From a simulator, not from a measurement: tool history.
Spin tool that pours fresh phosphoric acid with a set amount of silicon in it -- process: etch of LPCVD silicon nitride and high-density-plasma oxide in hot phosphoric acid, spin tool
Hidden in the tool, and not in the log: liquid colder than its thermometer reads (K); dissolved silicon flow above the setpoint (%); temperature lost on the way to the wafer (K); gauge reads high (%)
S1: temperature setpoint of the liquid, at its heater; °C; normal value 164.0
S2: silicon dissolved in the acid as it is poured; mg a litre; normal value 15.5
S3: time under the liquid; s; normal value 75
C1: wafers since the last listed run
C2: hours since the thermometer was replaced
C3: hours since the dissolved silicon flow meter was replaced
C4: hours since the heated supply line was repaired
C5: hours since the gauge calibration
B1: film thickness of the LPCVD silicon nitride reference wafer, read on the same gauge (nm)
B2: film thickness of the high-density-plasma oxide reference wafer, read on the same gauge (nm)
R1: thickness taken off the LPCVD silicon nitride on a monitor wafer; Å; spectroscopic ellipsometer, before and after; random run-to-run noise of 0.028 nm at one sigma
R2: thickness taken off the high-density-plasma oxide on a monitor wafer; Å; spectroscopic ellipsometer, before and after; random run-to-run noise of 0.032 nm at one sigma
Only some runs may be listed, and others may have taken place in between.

| run | hour | S1 | S2 | S3 | C1 | C2 | C3 | C4 | C5 | B1 | B2 | R1 | R2 |
|---|---|---|---|---|---|---|---|---|---|---|---|---|---|
| 1 | 0.0 | 164.0 | 15.5 | 75 | 0 | 0.5 | 1528.0 | 68.6 | 61.7 | 120.00 | 59.995 | 82.5 | 4.44 |
| 2 | 9.0 | 164.0 | 15.5 | 75 | 87 | 9.5 | 1537.0 | 77.6 | 70.7 | 119.93 | 60.027 | 82.6 | 3.90 |
| 3 | 23.2 | 167.0 | 8.5 | 75 | 137 | 23.7 | 1551.2 | 91.8 | 84.9 | 120.01 | 59.988 | 91.2 | 6.76 |
| 4 | 39.6 | 164.0 | 24.5 | 75 | 158 | 40.1 | 1567.6 | 108.2 | 101.3 | 120.02 | 60.000 | 82.5 | 3.83 |
| 5 | 49.2 | 164.0 | 15.5 | 75 | 92 | 49.7 | 1577.2 | 117.8 | 110.9 | 120.00 | 60.017 | 82.4 | 4.15 |
|  | 53.6 | dissolved silicon flow meter replaced |
| 6 | 63.5 | 162.5 | 15.5 | 100 | 128 | 64.0 | 9.9 | 132.1 | 125.2 | 119.96 | 59.998 | 104.3 | 5.42 |
| 7 | 78.1 | 162.0 | 22.5 | 110 | 141 | 78.6 | 24.5 | 146.7 | 139.8 | 119.96 | 59.993 | 113.2 | 4.94 |
| 8 | 95.7 | 165.0 | 15.5 | 85 | 170 | 96.2 | 42.1 | 164.3 | 157.4 | 119.97 | 60.063 | 96.2 | 5.17 |
| 9 | 107.5 | 165.0 | 19.0 | 40 | 114 | 108.0 | 53.9 | 176.1 | 169.2 | 119.98 | 59.979 | 45.0 | 2.43 |
| 10 | 117.0 | 164.0 | 21.0 | 115 | 91 | 117.5 | 63.4 | 185.6 | 178.7 | 120.00 | 59.953 | 125.1 | 5.35 |
| 11 | 123.9 | 164.0 | 15.5 | 75 | 66 | 124.4 | 70.3 | 192.5 | 185.6 | 120.04 | 59.972 | 81.7 | 4.44 |
| 12 | 140.9 | 164.0 | 15.5 | 75 | 164 | 141.4 | 87.3 | 209.5 | 202.6 | 119.98 | 59.994 | 81.2 | 4.36 |

Expected results for the next run?
| 13 | 150.5 | 164.0 | 15.5 | 75 | 92 | 151.0 | 96.9 | 219.1 | 212.2 | ? | ? | ? | ? |

For run 13 the tool returned B1 120.00, B2 60.017, R1 81.6 Å, R2 4.31 Å.
With the hidden condition absent and the run-to-run variation left alone, this run would have shown R1 85.7 Å, R2 4.81 Å.
